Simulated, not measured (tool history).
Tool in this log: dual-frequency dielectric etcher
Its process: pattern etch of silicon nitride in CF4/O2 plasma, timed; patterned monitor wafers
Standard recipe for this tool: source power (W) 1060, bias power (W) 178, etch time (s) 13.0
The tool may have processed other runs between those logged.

run   hour  source power (W)  bias power (W)  etch time (s)  read-back reference wafer on the same gauge, depth_nm  mean etch depth across the wafer (nm)
  1    0.0              1060             178           13.0                                                   49.3                                   53.2
  2   14.3              1060             178           13.0                                                   49.2                                   53.2
  3   24.1              1060             178           13.0                                                   49.2                                   52.7
  4   66.8              1270             146           13.0                                                   49.2                                   58.3
  5   73.6              1120             195           13.0                                                   49.2                                   57.7
  6   85.7              1120             195           13.0                                                   49.2                                   58.0
  7   91.9              1060             208           13.0                                                   49.2                                   56.5
      99.2  -- gauge calibrated
  8  103.3              1060             208           13.0                                                   49.2                                   56.5
     132.3  -- upper electrode replaced
  9  132.8              1060             178           13.0                                                   49.2                                   53.6
 10  133.1              1060             178           13.0                                                   49.2                                   53.7
 11  139.8              1060             178           10.5                                                   49.2                                   43.1
     157.5  -- bias power generator calibrated
 12  158.0              1170             219            9.5                                                   49.2                                   45.9
     184.0  -- wet clean of the chamber
 13  184.5               840             210           13.0                                                   49.2                                   43.8
 14  184.8              1060             178           10.5                                                   49.2                                   40.9
 15  190.4              1060             178           13.0                                                   49.2                                   50.8
 16  198.6              1060             178           13.0                                                   49.1                                   50.8
 17  215.9              1060             153           16.5                                                   49.3                                   61.2
 18  228.5              1060             178           11.0                                                   49.2                                   42.8
     241.0  -- source power generator calibrated
 19  246.0              1320             222           13.0                                                   49.2                                   67.3
 20  254.2              1220             178           13.0                                                   49.2                                   57.8
 21  272.0              1060             213           13.0                                                   49.2                                   54.8
 22  289.8              1300             191           13.0                                                   49.2                                   62.9
 23  303.4              1060             178           13.0                                                   49.2                                   51.4
 24  319.2               970             221           15.5                                                   49.2                                   62.1
 25  333.5              1060             212           13.0                                                   49.2                                   55.1
 26  340.9               980             195           16.0                                                   49.3                                   61.7
 27  358.5              1060             213           13.0                                                   49.2                                   54.7
 28  365.0              1270             146           13.0                                                   49.2                                   56.1
     367.5  -- gauge calibrated
 29  371.7               890             210           10.5                                                   49.2                                   37.8

Pick out some run-to-run changes in mean etch depth across the wafer (nm). Of each, how much would a tool without hidden state show as well, from the settings, what came in and chance, and how much is left for the hidden state and any gauge scatter not in both results compared?
What the log doesn't record here: etch rate over this chamber's usual, %; source power that arrives over what is set, %; bias power that arrives over what is set, %; gauge reads high (%).
Run 3 -> 4: source power (W) 1060 -> 1270, bias power (W) 178 -> 146. mean etch depth across the wafer (nm) +5.6: hidden state +0.5, all else +5.1.
Run 12 -> 13: source power (W) 1170 -> 840, bias power (W) 219 -> 210, etch time (s) 9.5 -> 13.0, wet clean of the chamber. mean etch depth across the wafer (nm) -2.1: hidden state -2.4, all else +0.3.
Run 17 -> 18: bias power (W) 153 -> 178, etch time (s) 16.5 -> 11.0. mean etch depth across the wafer (nm) -18.4: hidden state +0.0, all else -18.4.
Run 18 -> 19: source power (W) 1060 -> 1320, bias power (W) 178 -> 222, etch time (s) 11.0 -> 13.0, source power generator calibrated. mean etch depth across the wafer (nm) +24.5: hidden state +0.2, all else +24.3.
